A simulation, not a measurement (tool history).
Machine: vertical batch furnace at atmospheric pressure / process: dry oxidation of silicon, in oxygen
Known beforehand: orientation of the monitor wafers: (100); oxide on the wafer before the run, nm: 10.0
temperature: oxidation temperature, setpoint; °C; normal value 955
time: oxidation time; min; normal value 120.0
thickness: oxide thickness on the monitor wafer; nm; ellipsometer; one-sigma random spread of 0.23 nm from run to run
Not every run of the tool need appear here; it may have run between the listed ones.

run    hour  temperature   time  wafers since the last listed run  hours since the last temperature calibration  hours since the boat lift was adjusted  hours since the gauge calibration  read-back reference wafer on the same gauge, thickness  thickness
  1     0.0          955  120.0                                 0                                        2074.8                                  3730.1                              491.8                                                   59.17      57.68
  2    95.8          955  120.0                              1484                                        2170.6                                  3825.9                              587.6                                                   59.22      57.14
  3   192.9          955  120.0                              1505                                        2267.7                                  3923.0                              684.7                                                   59.10      57.38
  4   231.7          955  120.0                               601                                        2306.5                                  3961.8                              723.5                                                   59.04      57.54
  5   269.5          955  154.0                               585                                        2344.3                                  3999.6                              761.3                                                   59.09      68.46
  6   352.1          955  154.0                              1280                                        2426.9                                  4082.2                              843.9                                                   59.08      68.53
  7   400.1          955  120.0                               744                                        2474.9                                  4130.2                              891.9                                                   59.11      57.88
  8   483.6          955  120.0                              1294                                        2558.4                                  4213.7                              975.4                                                   59.14      57.78
  9   587.0          955  120.0                              1602                                        2661.8                                  4317.1                             1078.8                                                   59.05      57.43
      591.5  -- gauge calibrated
 10   671.2          955  120.0                              1305                                        2746.0                                  4401.3                               79.7                                                   59.15      57.89
 11   716.1          955  120.0                               695                                        2790.9                                  4446.2                              124.6                                                   59.02      57.46
 12   793.9          971  120.0                              1205                                        2868.7                                  4524.0                              202.4                                                   59.06      64.73
 13   830.9          968   78.0                               573                                        2905.7                                  4561.0                              239.4                                                   59.10      47.88
 14   879.5          938   75.5                               753                                        2954.3                                  4609.6                              288.0                                                   59.14      37.13
 15   939.3          933  137.0                               926                                        3014.1                                  4669.4                              347.8                                                   59.04      51.54
 16  1009.5          968  176.5                              1088                                        3084.3                                  4739.6                              418.0                                                   59.07      83.03
 17  1071.2          980  148.5                               956                                        3146.0                                  4801.3                              479.7                                                   59.14      79.91
 18  1171.2          935   70.5                              1550                                        3246.0                                  4901.3                              579.7                                                   59.09      34.56
     1212.5  -- boat lift adjusted
 19  1229.5          955  120.0                               531                                        3304.3                                    17.0                              638.0                                                   59.07      57.81
     1264.8  -- thermocouples replaced and temperature profile calibrated
 20  1265.7          932   90.5                               189                                           0.9                                    53.2                              674.2                                                   59.03      40.13
 21  1343.5          975  170.0                              1205                                          78.7                                   131.0                              752.0                                                   59.10      86.02
 22  1431.2          934   83.0                              1359                                         166.4                                   218.7                              839.7                                                   59.08      39.07
 23  1505.1          945  144.0                              1145                                         240.3                                   292.6                              913.6                                                   59.09      61.51
 24  1564.3          955  120.0                               917                                         299.5                                   351.8                              972.8                                                   59.05      59.42
     1666.0  -- thermocouples replaced and temperature profile calibrated, repeated, since the last time left the tool worse
     1700.2  -- gauge calibrated
 25  1826.7          955  120.0                              3695                                         160.7                                   614.2                              126.5                                                   59.03      56.50

Consider 3 possible next runs. They are alternatives, not a sequence: every one starts from the tool as it was left by run 25. What does each give?
  A  1831.9          965  120.0                                80                                         165.9                                   619.4                              131.7                                                       ?          ?
  B  1831.9          933  177.5                                80                                         165.9                                   619.4                              131.7                                                       ?          ?
  C  1831.9          948   74.5                                80                                         165.9                                   619.4                              131.7                                                       ?          ?

run  read-back reference wafer on the same gauge, thickness  thickness
  A                                                   59.06      61.68
  B                                                   59.06      60.61
  C                                                   59.06      39.65
What these runs would have given with no unlogged condition in the tool:
run  thickness
  A      61.40
  B      60.23
  C      39.43
